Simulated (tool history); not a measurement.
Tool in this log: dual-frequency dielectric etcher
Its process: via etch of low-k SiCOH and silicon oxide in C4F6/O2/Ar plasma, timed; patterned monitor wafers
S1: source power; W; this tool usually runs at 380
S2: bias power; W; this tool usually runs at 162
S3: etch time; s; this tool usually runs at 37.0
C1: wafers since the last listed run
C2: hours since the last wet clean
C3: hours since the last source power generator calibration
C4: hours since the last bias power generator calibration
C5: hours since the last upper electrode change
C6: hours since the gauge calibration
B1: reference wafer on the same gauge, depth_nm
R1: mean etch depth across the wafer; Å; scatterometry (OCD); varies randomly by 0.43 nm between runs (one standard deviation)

run,day,S1,S2,S3,C1,C2,C3,C4,C5,C6,B1,R1
1,0.000,440,162,31.5,0,272.8,2806.6,1476.6,1842.1,5.8,107.8,825
2,1.450,440,162,31.5,318,307.6,2841.4,1511.4,1876.9,40.6,107.6,836
3,2.329,380,174,30.5,193,328.7,2862.5,1532.5,1898.0,61.7,107.8,789
4,2.971,380,174,30.5,141,344.1,2877.9,1547.9,1913.4,77.1,107.6,788
5,3.542,380,174,30.5,125,357.8,2891.6,1561.6,1927.1,90.8,107.6,795
6,4.625,380,162,37.0,238,383.8,2917.6,1587.6,1953.1,116.8,107.6,939
7,5.604,380,162,37.0,215,407.3,2941.1,1611.1,1976.6,140.3,107.6,928
8,6.333,380,162,37.0,160,424.8,2958.6,1628.6,1994.1,157.8,107.6,939
# day 7.450: wet clean of the chamber
9,7.512,380,162,37.0,39,1.5,2986.9,1656.9,2022.4,186.1,107.6,848
10,8.854,380,162,37.0,294,33.7,3019.1,1689.1,2054.6,218.3,107.7,848
# day 9.067: bias power generator calibrated
11,9.675,380,162,37.0,143,53.4,3038.8,14.6,2074.3,238.0,107.7,853
12,10.275,290,179,46.0,131,67.8,3053.2,29.0,2088.7,252.4,107.7,1010

What will run 13 give?
# day 11.392: wet clean of the chamber, repeated, since the last time left the tool worse
# day 12.175: upper electrode replaced
13,12.196,320,194,37.0,30,19.3,3099.3,75.1,0.5,298.5,?,?

{"run 13": {"B1": 107.6, "R1": 916}}
Minus the tool's unlogged condition, the same run would have read R1 914 Å.
